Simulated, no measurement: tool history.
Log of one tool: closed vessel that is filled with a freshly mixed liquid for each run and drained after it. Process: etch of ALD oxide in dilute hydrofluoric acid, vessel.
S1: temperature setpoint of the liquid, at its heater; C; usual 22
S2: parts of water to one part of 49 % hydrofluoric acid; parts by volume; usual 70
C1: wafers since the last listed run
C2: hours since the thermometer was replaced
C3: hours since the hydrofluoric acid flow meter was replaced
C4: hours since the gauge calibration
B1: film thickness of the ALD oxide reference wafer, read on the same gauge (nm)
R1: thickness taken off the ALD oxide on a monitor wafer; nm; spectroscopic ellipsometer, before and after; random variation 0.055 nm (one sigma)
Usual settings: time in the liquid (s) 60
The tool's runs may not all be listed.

Run 1, hour 0: usual settings; C1 0; C2 589.4; C3 272.2; C4 400.6; B1 80. Result: R1 9.18 nm.
Run 2, hour 65.7: usual settings; C1 8073; C2 655.1; C3 337.9; C4 466.3; B1 80.03. Result: R1 9.12 nm.
At hour 70.1: thermometer replaced.
Run 3, hour 130: usual settings; C1 7778; C2 59.9; C3 402.2; C4 530.6; B1 80.04. Result: R1 8.69 nm.
Run 4, hour 176.2: usual settings but time in the liquid (s) 75; C1 5677; C2 106.1; C3 448.4; C4 576.8; B1 80. Result: R1 11.01 nm.
At hour 223.1: hydrofluoric acid flow meter replaced.
Run 5, hour 229.1: usual settings but S1 20.5 C; C1 6377; C2 159; C3 6; C4 629.7; B1 80.03. Result: R1 8.28 nm.
Run 6, hour 335.9: usual settings but S1 20.5 C; C1 13124; C2 265.8; C3 112.8; C4 736.5; B1 79.97. Result: R1 8.3 nm.
Run 7, hour 418.3: usual settings but time in the liquid (s) 50; C1 10126; C2 348.2; C3 195.2; C4 818.9; B1 80.06. Result: R1 7.56 nm.
Run 8, hour 475.1: usual settings; C1 6980; C2 405; C3 252; C4 875.7; B1 80. Result: R1 8.98 nm.
Run 9, hour 624: usual settings; C1 18298; C2 553.9; C3 400.9; C4 1024.6; B1 79.98. Result: R1 9.19 nm.
At hour 664.1: hydrofluoric acid flow meter replaced.
Run 10, hour 705.9: usual settings but S1 23 C; C1 9941; C2 635.8; C3 41.8; C4 1106.5; B1 79.99. Result: R1 9.54 nm.
Run 11, hour 760.9: usual settings but S2 55 parts by volume; C1 6758; C2 690.8; C3 96.8; C4 1161.5; B1 80. Result: R1 12 nm.
At hour 804.2: thermometer replaced.
Run 12, hour 828.9: usual settings but S1 26 C, S2 55 parts by volume, time in the liquid (s) 80; C1 8233; C2 24.7; C3 164.8; C4 1229.5; B1 80. Result: R1 19.62 nm.
At hour 863.5: gauge calibrated.
Run 13, hour 928.5: usual settings but S2 95 parts by volume, time in the liquid (s) 75; C1 12239; C2 124.3; C3 264.4; C4 65; B1 80.01. Result: R1 8.64 nm.
Run 14, hour 970.9: usual settings but S2 95 parts by volume, time in the liquid (s) 90; C1 5210; C2 166.7; C3 306.8; C4 107.4; B1 79.97. Result: R1 10.47 nm.
At hour 1035.9: thermometer replaced, repeated, since the last time left the tool worse.
Run 15, hour 1036.4: usual settings but S1 18 C, S2 50 parts by volume, time in the liquid (s) 45; C1 7926; C2 0.5; C3 372.3; C4 172.9; B1 80.02. Result: R1 7.82 nm.
Run 16, hour 1081.1: usual settings but time in the liquid (s) 75; C1 5493; C2 45.2; C3 417; C4 217.6; B1 80.02. Result: R1 10.87 nm.
At hour 1222.6: hydrofluoric acid flow meter replaced.
Run 17, hour 1240: usual settings; C1 19404; C2 204.1; C3 17.4; C4 376.5; B1 79.99. Result: R1 8.75 nm.
Run 18, hour 1316: usual settings but S1 26.5 C, S2 90 parts by volume, time in the liquid (s) 80; C1 9339; C2 280.1; C3 93.4; C4 452.5; B1 80. Result: R1 10.63 nm.
Run 19, hour 1403.5: usual settings but S1 25 C, S2 55 parts by volume, time in the liquid (s) 90; C1 10752; C2 367.6; C3 180.9; C4 540; B1 79.98. Result: R1 19.41 nm.
Run 20, hour 1461.1: usual settings but S1 17.5 C, S2 95 parts by volume, time in the liquid (s) 40; C1 7078; C2 425.2; C3 238.5; C4 597.6; B1 79.99. Result: R1 3.54 nm.
Run 21, hour 1562: usual settings but S2 80 parts by volume, time in the liquid (s) 85; C1 12399; C2 526.1; C3 339.4; C4 698.5; B1 79.98. Result: R1 11.17 nm.

4 ways to go on from here, each from the tool as it stands after run 21. What would each give?
Run A, hour 1562.7: usual settings but time in the liquid (s) 45; C1 86; C2 526.8; C3 340.1; C4 699.2; B1 ?. Result: R1 ?.
Run B, hour 1562.7: usual settings but S1 18 C, S2 80 parts by volume; C1 86; C2 526.8; C3 340.1; C4 699.2; B1 ?. Result: R1 ?.
Run C, hour 1562.7: usual settings but time in the liquid (s) 35; C1 86; C2 526.8; C3 340.1; C4 699.2; B1 ?. Result: R1 ?.
Run D, hour 1562.7: usual settings but S1 18 C, S2 45 parts by volume, time in the liquid (s) 85; C1 86; C2 526.8; C3 340.1; C4 699.2; B1 ?. Result: R1 ?.

run     B1     R1
  A  79.97   6.82
  B  79.97   6.66
  C  79.97    5.3
  D  79.97  17.47
Without the tool's hidden state the same runs would have given:
run     R1
  A   6.48
  B   6.32
  C   5.04
  D  16.56

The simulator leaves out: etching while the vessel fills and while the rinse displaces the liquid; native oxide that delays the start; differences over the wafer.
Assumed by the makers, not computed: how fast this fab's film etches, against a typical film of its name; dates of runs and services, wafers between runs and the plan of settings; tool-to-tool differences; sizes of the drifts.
